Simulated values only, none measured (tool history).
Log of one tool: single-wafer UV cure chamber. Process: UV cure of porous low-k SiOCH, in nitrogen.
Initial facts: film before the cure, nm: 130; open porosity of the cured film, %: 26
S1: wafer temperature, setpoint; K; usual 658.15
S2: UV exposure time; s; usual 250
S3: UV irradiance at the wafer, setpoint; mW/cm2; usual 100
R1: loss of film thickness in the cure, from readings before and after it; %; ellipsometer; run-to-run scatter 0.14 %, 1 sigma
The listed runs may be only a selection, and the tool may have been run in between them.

run,day,S1,S2,S3,R1
1,0,658.15,335,100,15.479
2,1.5,658.15,335,100,15.406
3,1.754,658.15,250,100,14.093
4,2.171,658.15,250,100,13.814
5,2.529,658.15,250,100,13.826
# day 3.217: quartz window cleaned
6,3.238,668.15,250,100,14.81
7,3.771,668.15,250,100,14.876
# day 4.221: UV bulbs replaced
8,4.367,658.15,250,100,14.743
9,4.842,653.15,165,112,12.945
10,5.242,642.15,380,128,17.886
11,5.596,674.15,300,117,16.83
12,5.9,658.15,250,100,14.437
13,6.254,667.15,300,89,15.057
14,6.954,658.15,250,100,14.507
15,7.467,668.15,170,62,10.386
16,7.908,658.15,325,90,15.089
17,8.196,658.15,100,100,9.98

What if the next run were any one of these 3? Each begins from the tool's condition after run 17:
A,8.217,658.15,250,100,?
B,8.217,658.15,250,123,?
C,8.217,658.15,185,133,?

run,R1
A,14.183
B,15.255
C,14.101
With the hidden condition removed and each run's random variation left untouched, the same runs would have given:
run,R1
A,14.595
B,15.673
C,14.512

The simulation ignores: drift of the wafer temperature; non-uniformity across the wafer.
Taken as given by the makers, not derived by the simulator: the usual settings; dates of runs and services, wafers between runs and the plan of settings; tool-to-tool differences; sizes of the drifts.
